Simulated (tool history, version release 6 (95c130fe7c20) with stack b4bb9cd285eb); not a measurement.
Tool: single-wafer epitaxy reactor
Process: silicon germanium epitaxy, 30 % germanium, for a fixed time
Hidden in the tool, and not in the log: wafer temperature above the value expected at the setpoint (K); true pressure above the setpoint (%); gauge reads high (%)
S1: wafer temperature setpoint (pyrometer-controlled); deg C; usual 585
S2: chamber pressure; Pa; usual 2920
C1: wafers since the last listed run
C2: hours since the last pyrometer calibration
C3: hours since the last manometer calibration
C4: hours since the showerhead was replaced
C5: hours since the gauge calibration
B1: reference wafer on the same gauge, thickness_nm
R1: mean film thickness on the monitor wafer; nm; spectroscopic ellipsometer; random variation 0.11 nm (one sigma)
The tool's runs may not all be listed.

run,hour,S1,S2,C1,C2,C3,C4,C5,B1,R1
1,0,585,2920,0,883.1,443.5,3393.7,2097.6,47.965,44.412
2,77.7,585,2920,1220,960.8,521.2,3471.4,2175.3,48.026,44.705
3,182.4,585,2920,1644,1065.5,625.9,3576.1,2280,47.988,44.566
4,246.7,585,2920,1010,1129.8,690.2,3640.4,2344.3,48.009,44.636
5,286.3,585,2920,622,1169.4,729.8,3680,2383.9,47.979,44.287
6,331.5,585,2920,709,1214.6,775,3725.2,2429.1,48.083,44.525
7,398.9,585,2920,1058,1282,842.4,3792.6,2496.5,47.916,44.645
8,494.3,585,2920,1498,1377.4,937.8,3888,2591.9,47.98,44.452
9,556.7,585,2920,980,1439.8,1000.2,3950.4,2654.3,47.943,44.398
10,627.2,585,2920,1107,1510.3,1070.7,4020.9,2724.8,47.971,44.334
11,675,578,2920,750,1558.1,1118.5,4068.7,2772.6,48.013,38.834
# hour 752.6: gauge calibrated
12,759,578,2920,1319,1642.1,1202.5,4152.7,6.4,48.025,38.703
13,830.9,585,2920,1129,1714,1274.4,4224.6,78.3,47.948,44.63
# hour 862.1: pyrometer calibrated
14,904.5,585,2920,1030,42.4,1348,4298.2,151.9,47.954,44.454
15,1175.7,585,2920,4259,313.6,1619.2,4569.4,423.1,47.989,44.42
16,1228,585,2920,821,365.9,1671.5,4621.7,475.4,47.916,44.454
# hour 1245.4: capacitance manometer re-zeroed and calibrated
# hour 1266: showerhead replaced
17,1305.1,600,2226,959,443,59.7,39.1,552.5,48.028,56.342
18,1389.9,571,3386,1332,527.8,144.5,123.9,637.3,47.958,34.782
19,1487.6,585,2920,1534,625.5,242.2,221.6,735,48.045,44.35
20,1551.2,585,2920,999,689.1,305.8,285.2,798.6,47.989,44.256
21,1607.3,585,3146,881,745.2,361.9,341.3,854.7,47.972,45.057
22,1715.3,600,2426,1696,853.2,469.9,449.3,962.7,48.056,57.338
23,1818.1,574,2920,1614,956,572.7,552.1,1065.5,47.929,35.698
24,1866.9,585,2920,766,1004.8,621.5,600.9,1114.3,47.999,44.552
25,1937.6,595,2920,1110,1075.5,692.2,671.6,1185,48.07,53.835
26,2019.3,577,2920,1283,1157.2,773.9,753.3,1266.7,48.008,38.173
27,2094.3,585,3546,1178,1232.2,848.9,828.3,1341.7,47.94,46.347
28,2134.8,597,3373,636,1272.7,889.4,868.8,1382.2,47.962,58.092
29,2172.9,598,2920,598,1310.8,927.5,906.9,1420.3,48.013,57.236

How the hidden state differs across the entries between the runs, from the last listed run before each to the first after it:
Between runs 11 and 12: gauge calibrated (hour 752.6)
  no hidden state differs between the two runs
Between runs 13 and 14: pyrometer calibrated (hour 862.1)
  no hidden state differs between the two runs
Between runs 16 and 17: capacitance manometer re-zeroed and calibrated (hour 1245.4); showerhead replaced (hour 1266)
  no hidden state differs between the two runs

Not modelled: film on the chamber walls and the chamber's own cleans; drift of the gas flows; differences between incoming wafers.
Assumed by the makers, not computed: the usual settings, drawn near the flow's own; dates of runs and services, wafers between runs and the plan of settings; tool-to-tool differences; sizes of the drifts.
